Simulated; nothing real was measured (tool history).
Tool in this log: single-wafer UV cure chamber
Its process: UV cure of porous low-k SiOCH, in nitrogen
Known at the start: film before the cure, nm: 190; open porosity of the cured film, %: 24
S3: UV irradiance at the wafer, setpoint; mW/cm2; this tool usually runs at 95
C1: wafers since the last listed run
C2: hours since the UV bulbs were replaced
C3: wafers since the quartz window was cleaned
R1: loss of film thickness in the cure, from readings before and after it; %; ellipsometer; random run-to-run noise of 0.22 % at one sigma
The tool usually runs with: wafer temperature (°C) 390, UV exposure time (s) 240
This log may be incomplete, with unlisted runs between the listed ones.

{"run": 1, "hour": 0.0, "wafer temperature (°C)": 390, "UV exposure time (s)": 240, "S3": 95, "C1": 0, "C2": 1617.9, "C3": 1248, "R1": 12.547}
{"run": 2, "hour": 58.6, "wafer temperature (°C)": 390, "UV exposure time (s)": 240, "S3": 95, "C1": 481, "C2": 1676.5, "C3": 1729, "R1": 12.606}
{"run": 3, "hour": 154.1, "wafer temperature (°C)": 390, "UV exposure time (s)": 240, "S3": 95, "C1": 784, "C2": 1772.0, "C3": 2514, "R1": 11.655}
{"run": 4, "hour": 191.8, "wafer temperature (°C)": 390, "UV exposure time (s)": 240, "S3": 95, "C1": 309, "C2": 1809.7, "C3": 2823, "R1": 11.781}
{"run": 5, "hour": 335.0, "wafer temperature (°C)": 390, "UV exposure time (s)": 240, "S3": 95, "C1": 1176, "C2": 1952.9, "C3": 3999, "R1": 11.11}
{"run": 6, "hour": 407.2, "wafer temperature (°C)": 390, "UV exposure time (s)": 240, "S3": 87, "C1": 593, "C2": 2025.1, "C3": 4592, "R1": 10.601}
{"hour": 427.8, "done": "quartz window cleaned"}
{"run": 7, "hour": 470.0, "wafer temperature (°C)": 390, "UV exposure time (s)": 335, "S3": 95, "C1": 450, "C2": 2087.9, "C3": 346, "R1": 13.456}
{"run": 8, "hour": 529.3, "wafer temperature (°C)": 390, "UV exposure time (s)": 335, "S3": 95, "C1": 487, "C2": 2147.2, "C3": 833, "R1": 13.822}
{"run": 9, "hour": 628.1, "wafer temperature (°C)": 390, "UV exposure time (s)": 335, "S3": 95, "C1": 811, "C2": 2246.0, "C3": 1645, "R1": 13.139}
{"run": 10, "hour": 695.5, "wafer temperature (°C)": 390, "UV exposure time (s)": 240, "S3": 95, "C1": 553, "C2": 2313.4, "C3": 2199, "R1": 10.977}
{"hour": 824.8, "done": "UV bulbs replaced"}
{"run": 11, "hour": 914.4, "wafer temperature (°C)": 390, "UV exposure time (s)": 240, "S3": 95, "C1": 1732, "C2": 89.6, "C3": 3931, "R1": 12.252}
{"hour": 985.2, "done": "quartz window cleaned"}
{"run": 12, "hour": 1137.0, "wafer temperature (°C)": 390, "UV exposure time (s)": 240, "S3": 95, "C1": 1762, "C2": 312.2, "C3": 1246, "R1": 13.208}
{"run": 13, "hour": 1225.6, "wafer temperature (°C)": 390, "UV exposure time (s)": 240, "S3": 95, "C1": 727, "C2": 400.8, "C3": 1974, "R1": 13.089}
{"run": 14, "hour": 1263.7, "wafer temperature (°C)": 395, "UV exposure time (s)": 240, "S3": 66, "C1": 312, "C2": 438.9, "C3": 2287, "R1": 11.29}
{"run": 15, "hour": 1327.5, "wafer temperature (°C)": 395, "UV exposure time (s)": 240, "S3": 66, "C1": 524, "C2": 502.7, "C3": 2811, "R1": 11.27}
{"run": 16, "hour": 1412.2, "wafer temperature (°C)": 390, "UV exposure time (s)": 140, "S3": 95, "C1": 695, "C2": 587.4, "C3": 3507, "R1": 10.108}
{"run": 17, "hour": 1451.6, "wafer temperature (°C)": 390, "UV exposure time (s)": 320, "S3": 95, "C1": 323, "C2": 626.8, "C3": 3830, "R1": 14.093}
{"hour": 1497.7, "done": "quartz window cleaned"}
{"run": 18, "hour": 1508.5, "wafer temperature (°C)": 408, "UV exposure time (s)": 355, "S3": 80, "C1": 401, "C2": 683.7, "C3": 88, "R1": 15.04}
{"run": 19, "hour": 1572.9, "wafer temperature (°C)": 390, "UV exposure time (s)": 240, "S3": 95, "C1": 528, "C2": 748.1, "C3": 617, "R1": 13.316}
{"run": 20, "hour": 1664.3, "wafer temperature (°C)": 406, "UV exposure time (s)": 130, "S3": 120, "C1": 750, "C2": 839.5, "C3": 1368, "R1": 11.499}
{"run": 21, "hour": 1767.4, "wafer temperature (°C)": 378, "UV exposure time (s)": 180, "S3": 81, "C1": 846, "C2": 942.6, "C3": 2215, "R1": 10.407}
{"run": 22, "hour": 1813.5, "wafer temperature (°C)": 390, "UV exposure time (s)": 240, "S3": 127, "C1": 378, "C2": 988.7, "C3": 2594, "R1": 14.211}
{"run": 23, "hour": 1864.4, "wafer temperature (°C)": 404, "UV exposure time (s)": 315, "S3": 111, "C1": 418, "C2": 1039.6, "C3": 3012, "R1": 15.456}
{"run": 24, "hour": 1914.0, "wafer temperature (°C)": 400, "UV exposure time (s)": 240, "S3": 79, "C1": 407, "C2": 1089.2, "C3": 3419, "R1": 11.466}
{"run": 25, "hour": 1950.4, "wafer temperature (°C)": 384, "UV exposure time (s)": 335, "S3": 110, "C1": 298, "C2": 1125.6, "C3": 3718, "R1": 14.67}
{"hour": 2004.9, "done": "quartz window cleaned"}
{"run": 26, "hour": 2017.8, "wafer temperature (°C)": 390, "UV exposure time (s)": 320, "S3": 95, "C1": 487, "C2": 1193.0, "C3": 105, "R1": 14.414}
{"run": 27, "hour": 2112.9, "wafer temperature (°C)": 374, "UV exposure time (s)": 140, "S3": 95, "C1": 781, "C2": 1288.1, "C3": 886, "R1": 9.914}
{"run": 28, "hour": 2182.4, "wafer temperature (°C)": 390, "UV exposure time (s)": 160, "S3": 79, "C1": 570, "C2": 1357.6, "C3": 1457, "R1": 9.929}
{"run": 29, "hour": 2223.6, "wafer temperature (°C)": 390, "UV exposure time (s)": 280, "S3": 95, "C1": 338, "C2": 1398.8, "C3": 1795, "R1": 13.218}
{"run": 30, "hour": 2293.8, "wafer temperature (°C)": 390, "UV exposure time (s)": 155, "S3": 95, "C1": 576, "C2": 1469.0, "C3": 2372, "R1": 10.369}
{"run": 31, "hour": 2354.0, "wafer temperature (°C)": 390, "UV exposure time (s)": 240, "S3": 95, "C1": 494, "C2": 1529.2, "C3": 2866, "R1": 12.26}
{"run": 32, "hour": 2394.0, "wafer temperature (°C)": 390, "UV exposure time (s)": 240, "S3": 58, "C1": 328, "C2": 1569.2, "C3": 3195, "R1": 9.611}
{"hour": 2493.5, "done": "quartz window cleaned"}
{"run": 33, "hour": 2494.0, "wafer temperature (°C)": 408, "UV exposure time (s)": 360, "S3": 116, "C1": 755, "C2": 1669.2, "C3": 4, "R1": 16.173}
{"run": 34, "hour": 2736.9, "wafer temperature (°C)": 398, "UV exposure time (s)": 240, "S3": 95, "C1": 1995, "C2": 1912.1, "C3": 1999, "R1": 12.133}

Had the tool no unlogged condition, and each run kept its random variation, what would the results have been?
Hidden state at play: lamp output below its setpoint, %; transmission lost against a clean window, %.
run=1 R1=13.577
run=2 R1=13.799
run=3 R1=13.068
run=4 R1=13.361
run=5 R1=13.321
run=6 R1=13.267
run=7 R1=15.178
run=8 R1=15.752
run=9 R1=15.313
run=10 R1=13.263
run=11 R1=13.229
run=12 R1=13.545
run=13 R1=13.570
run=14 R1=11.831
run=15 R1=11.977
run=16 R1=11.070
run=17 R1=15.306
run=18 R1=15.413
run=19 R1=13.723
run=20 R1=12.009
run=21 R1=11.114
run=22 R1=15.113
run=23 R1=16.572
run=24 R1=12.647
run=25 R1=16.113
run=26 R1=15.056
run=27 R1=10.612
run=28 R1=10.759
run=29 R1=14.196
run=30 R1=11.492
run=31 R1=13.638
run=32 R1=11.047
run=33 R1=17.349
run=34 R1=13.779
